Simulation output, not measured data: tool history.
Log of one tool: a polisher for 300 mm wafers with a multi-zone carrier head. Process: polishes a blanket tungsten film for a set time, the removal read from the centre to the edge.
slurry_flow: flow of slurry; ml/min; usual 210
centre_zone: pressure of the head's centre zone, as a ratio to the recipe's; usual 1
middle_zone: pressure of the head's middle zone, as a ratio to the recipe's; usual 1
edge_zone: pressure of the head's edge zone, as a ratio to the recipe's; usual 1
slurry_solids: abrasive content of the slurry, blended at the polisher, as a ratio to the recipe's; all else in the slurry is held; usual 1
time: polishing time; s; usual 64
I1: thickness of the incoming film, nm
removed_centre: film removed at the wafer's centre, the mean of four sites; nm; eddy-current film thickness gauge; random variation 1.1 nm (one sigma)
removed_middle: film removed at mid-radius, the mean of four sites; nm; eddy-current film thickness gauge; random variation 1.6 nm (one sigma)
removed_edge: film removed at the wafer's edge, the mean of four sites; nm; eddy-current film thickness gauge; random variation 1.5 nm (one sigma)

run 1 hour=0 | slurry_flow=210 centre_zone=1 middle_zone=1 edge_zone=1 slurry_solids=1 time=64 | I1=1039.2 | removed_centre=133.7 removed_middle=137.5 removed_edge=133.5
-- hour=7.9 slurry nozzle cleaned
run 2 hour=99.4 | slurry_flow=210 centre_zone=1 middle_zone=1 edge_zone=0.96 slurry_solids=1 time=64 | I1=1023.2 | removed_centre=141.7 removed_middle=144.8 removed_edge=137.7
-- hour=172.5 worn pad replaced by a new one
run 3 hour=189.9 | slurry_flow=210 centre_zone=1 middle_zone=1 edge_zone=0.96 slurry_solids=1 time=64 | I1=1043.7 | removed_centre=141.5 removed_middle=143.5 removed_edge=137.2
run 4 hour=260.4 | slurry_flow=210 centre_zone=1 middle_zone=1 edge_zone=1 slurry_solids=1 time=64 | I1=1042 | removed_centre=139.1 removed_middle=142.2 removed_edge=141.7
-- hour=304.3 edge zone pressure recalibrated
run 5 hour=326.7 | slurry_flow=210 centre_zone=1 middle_zone=1 edge_zone=1 slurry_solids=1 time=64 | I1=1030.6 | removed_centre=138.5 removed_middle=138.3 removed_edge=140.7
-- hour=337.5 carrier head's membrane replaced by a new one
-- hour=364 worn pad replaced by a new one
run 6 hour=424.6 | slurry_flow=210 centre_zone=1 middle_zone=1 edge_zone=1 slurry_solids=1 time=64 | I1=1045.6 | removed_centre=135.7 removed_middle=136 removed_edge=137.5
-- hour=439.7 centre zone pressure recalibrated
run 7 hour=460.7 | slurry_flow=210 centre_zone=1 middle_zone=1 edge_zone=1 slurry_solids=1 time=64 | I1=1020.2 | removed_centre=136 removed_middle=139 removed_edge=136.9
run 8 hour=540.4 | slurry_flow=265 centre_zone=1 middle_zone=1.09 edge_zone=0.94 slurry_solids=1 time=47 | I1=1036.6 | removed_centre=103.8 removed_middle=111.5 removed_edge=97.6
-- hour=564 slurry nozzle cleaned
-- hour=599.5 worn pad replaced by a new one
run 9 hour=635 | slurry_flow=210 centre_zone=1 middle_zone=1 edge_zone=1.03 slurry_solids=1 time=64 | I1=1017.4 | removed_centre=142 removed_middle=144.1 removed_edge=143.1
run 10 hour=687.2 | slurry_flow=210 centre_zone=1.04 middle_zone=1 edge_zone=0.95 slurry_solids=1 time=64 | I1=1040 | removed_centre=147.2 removed_middle=143 removed_edge=139.7
run 11 hour=763.6 | slurry_flow=150 centre_zone=1.07 middle_zone=1 edge_zone=1 slurry_solids=1.25 time=64 | I1=1017.1 | removed_centre=151.8 removed_middle=141 removed_edge=144
-- hour=797.6 edge zone pressure recalibrated
-- hour=812.6 worn pad replaced by a new one
run 12 hour=927.4 | slurry_flow=270 centre_zone=1 middle_zone=1.11 edge_zone=1 slurry_solids=1 time=82 | I1=1023.2 | removed_centre=183.7 removed_middle=205.4 removed_edge=185.8
-- hour=979.1 centre zone pressure recalibrated
-- hour=998.6 worn pad replaced by a new one
run 13 hour=1014 | slurry_flow=210 centre_zone=1 middle_zone=1 edge_zone=1 slurry_solids=1 time=64 | I1=1024.7 | removed_centre=136.9 removed_middle=140.6 removed_edge=137
run 14 hour=1053.2 | slurry_flow=230 centre_zone=1 middle_zone=1 edge_zone=1 slurry_solids=1 time=77 | I1=1034.9 | removed_centre=168 removed_middle=172.6 removed_edge=163.9

The tool's hidden state at each run:
removal rate lost through wear of the pad, %: 0 in every run
deviation of the centre zone's pressure from its setpoint, %: 0 in every run
deviation of the edge zone's pressure from its setpoint, %: 0 in every run
H1: slurry flow missing at the pad, %
run=1 H1=30
run=2 H1=8.8
run=3 H1=13.8
run=4 H1=17.7
run=5 H1=21.4
run=6 H1=26.8
run=7 H1=28.8
run=8 H1=33.2
run=9 H1=5.92
run=10 H1=8.81
run=11 H1=13
run=12 H1=22.1
run=13 H1=26.9
run=14 H1=29.1
